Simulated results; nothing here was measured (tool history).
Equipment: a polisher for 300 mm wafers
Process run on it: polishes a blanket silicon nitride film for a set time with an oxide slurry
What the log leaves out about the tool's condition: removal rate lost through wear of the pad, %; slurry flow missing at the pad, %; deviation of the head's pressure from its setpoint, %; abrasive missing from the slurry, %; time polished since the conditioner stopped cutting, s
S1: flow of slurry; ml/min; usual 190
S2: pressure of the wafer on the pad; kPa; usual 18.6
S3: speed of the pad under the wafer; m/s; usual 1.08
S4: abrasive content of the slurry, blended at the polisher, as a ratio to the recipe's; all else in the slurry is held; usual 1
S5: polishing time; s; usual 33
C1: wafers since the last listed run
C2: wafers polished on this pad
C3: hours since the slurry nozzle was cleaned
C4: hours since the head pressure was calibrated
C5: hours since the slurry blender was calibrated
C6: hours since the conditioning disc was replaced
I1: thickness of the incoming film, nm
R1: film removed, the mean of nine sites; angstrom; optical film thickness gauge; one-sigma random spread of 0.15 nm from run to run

run	hour	S1	S2	S3	S4	S5	C1	C2	C3	C4	C5	C6	I1	R1
1	0	190	18.6	1.08	1	33	0	612	646.1	1426.7	121.4	248.9	519.4	130
# hour 10.6: slurry nozzle cleaned
2	17.9	190	18.6	1.08	1	33	243	856	7.3	1444.6	139.3	266.8	519.4	130
3	31.3	190	18.6	1.08	1	33	192	1048	20.7	1458	152.7	280.2	518.3	127
4	38.2	190	18.6	1.08	1	33	99	1148	27.6	1464.9	159.6	287.1	517.7	128
5	72.6	190	21.4	1.08	0.8	33	495	1643	62	1499.3	194	321.5	520.8	115
# hour 81.5: worn pad replaced by a new one
6	85.4	210	22.8	1.08	1	33	126	56	74.8	1512.1	206.8	334.3	515.8	167
7	99.1	160	17.2	1.26	1	33	197	253	88.5	1525.8	220.5	348	522.1	136
8	106.4	190	18.6	1.08	1	33	105	358	95.8	1533.1	227.8	355.3	516.8	131
# hour 116.2: slurry blender recalibrated
9	121.7	190	18.6	1.08	1	33	191	549	111.1	1548.4	5.5	370.6	518.3	128
10	130.9	190	13.1	1.08	1.1	33	132	682	120.3	1557.6	14.7	379.8	523.8	99
# hour 135.6: conditioning disc replaced and pad reconditioned
11	142.2	170	18.6	1.08	1	33	133	815	131.6	1568.9	26	6.6	509.9	131
12	151.3	190	14.5	0.76	1	33	130	946	140.7	1578	35.1	15.7	519.6	78
13	158.7	190	18.6	1.08	1	33	106	1053	148.1	1585.4	42.5	23.1	517.5	133
14	173.5	190	18.6	1.08	1	33	212	1266	162.9	1600.2	57.3	37.9	510	134
15	184.9	125	15.2	1.42	1.25	33	164	1430	174.3	1611.6	68.7	49.3	519.6	148
# hour 201.4: worn pad replaced by a new one
16	202.3	190	18.6	1.08	1	33	192	12	191.7	1629	86.1	66.7	520	142
17	218.5	190	18.6	1.08	1	33	233	245	207.9	1645.2	102.3	82.9	523.2	141
18	229.3	190	22.8	1.08	1	23	155	400	218.7	1656	113.1	93.7	507.9	117
# hour 237.4: head pressure recalibrated
19	238	205	18.6	1.18	1.15	33	96	497	227.4	0.6	121.8	102.4	529.7	163
20	250.8	190	18.6	0.82	1	33	184	681	240.2	13.4	134.6	115.2	517.8	107
21	263.2	190	18.6	1.08	1	39	178	859	252.6	25.8	147	127.6	518.7	160
22	280.8	170	18.6	0.9	1	33	253	1113	270.2	43.4	164.6	145.2	522.6	114
# hour 303.3: worn pad replaced by a new one
23	323.6	190	21.4	1.3	1.3	42	558	291	313	86.2	207.4	188	524.1	269
24	336.2	190	18.6	1.08	1	33	181	472	325.6	98.8	220	200.6	526	135
25	353.6	190	18.6	1.36	1	33	250	723	343	116.2	237.4	218	526.4	159

5 options for the next run, each taken on its own from the tool as it stands now. Forecast them:
A	354	250	18.6	1.08	1	33	5	729	343.4	116.6	237.8	218.4	529.4	?
B	354	190	13.1	1.3	1.3	30	5	729	343.4	116.6	237.8	218.4	529.4	?
C	354	190	23.4	1.28	1.2	33	5	729	343.4	116.6	237.8	218.4	529.4	?
D	354	190	16.5	0.72	1	37	5	729	343.4	116.6	237.8	218.4	529.4	?
E	354	190	18.6	1.08	1	36	5	729	343.4	116.6	237.8	218.4	529.4	?

run	R1
A	136
B	117
C	212
D	97
E	145
Stripped of hidden state, with their random variation kept, the same runs would have yielded:
run	R1
A	152
B	129
C	240
D	106
E	161
